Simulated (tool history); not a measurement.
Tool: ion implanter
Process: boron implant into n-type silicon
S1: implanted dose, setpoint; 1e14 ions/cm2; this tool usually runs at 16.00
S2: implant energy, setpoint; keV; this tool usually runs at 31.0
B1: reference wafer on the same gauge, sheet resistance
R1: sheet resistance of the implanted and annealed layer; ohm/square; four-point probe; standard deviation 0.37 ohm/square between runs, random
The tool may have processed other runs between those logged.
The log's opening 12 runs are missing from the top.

| run | hour | S1 | S2 | B1 | R1 |
|---|---|---|---|---|---|
| 13 | 304.5 | 16.00 | 31.0 | 96.73 | 103.42 |
|  | 329.7 | gauge calibrated |
| 14 | 411.7 | 16.00 | 31.0 | 99.82 | 106.69 |
| 15 | 437.2 | 13.37 | 27.0 | 99.59 | 118.77 |
| 16 | 450.5 | 13.37 | 27.0 | 99.50 | 117.98 |
| 17 | 469.4 | 13.37 | 27.0 | 99.42 | 118.41 |
| 18 | 501.9 | 16.00 | 31.0 | 99.27 | 105.77 |
|  | 562.7 | extraction supply calibrated |
| 19 | 595.8 | 13.84 | 40.5 | 98.87 | 114.00 |
| 20 | 626.8 | 16.00 | 31.0 | 98.54 | 104.75 |
| 21 | 655.9 | 16.00 | 31.0 | 98.49 | 105.47 |
| 22 | 674.5 | 16.00 | 31.0 | 98.41 | 104.60 |
|  | 695.3 | Faraday cup replaced and dose calibrated |
| 23 | 705.5 | 13.72 | 35.0 | 98.32 | 113.46 |
| 24 | 730.1 | 11.70 | 41.0 | 98.25 | 125.34 |
| 25 | 764.5 | 16.00 | 37.0 | 98.09 | 103.72 |
| 26 | 797.0 | 16.00 | 31.0 | 98.12 | 104.74 |
| 27 | 809.9 | 16.00 | 40.5 | 97.97 | 103.51 |
| 28 | 828.4 | 17.43 | 36.0 | 98.05 | 99.01 |
| 29 | 843.5 | 11.60 | 35.5 | 97.97 | 125.86 |
| 30 | 866.6 | 14.31 | 24.5 | 98.01 | 113.18 |
| 31 | 882.3 | 17.94 | 25.0 | 97.85 | 100.86 |

Run 32 comes next. What will it give?
| 32 | 917.2 | 17.82 | 31.0 | ? | ? |

Run 32 came out at B1 98.05, R1 99.18 ohm/square.
Were there no unlogged condition in the tool, this run, its random variation unchanged, would have produced R1 101.33 ohm/square.

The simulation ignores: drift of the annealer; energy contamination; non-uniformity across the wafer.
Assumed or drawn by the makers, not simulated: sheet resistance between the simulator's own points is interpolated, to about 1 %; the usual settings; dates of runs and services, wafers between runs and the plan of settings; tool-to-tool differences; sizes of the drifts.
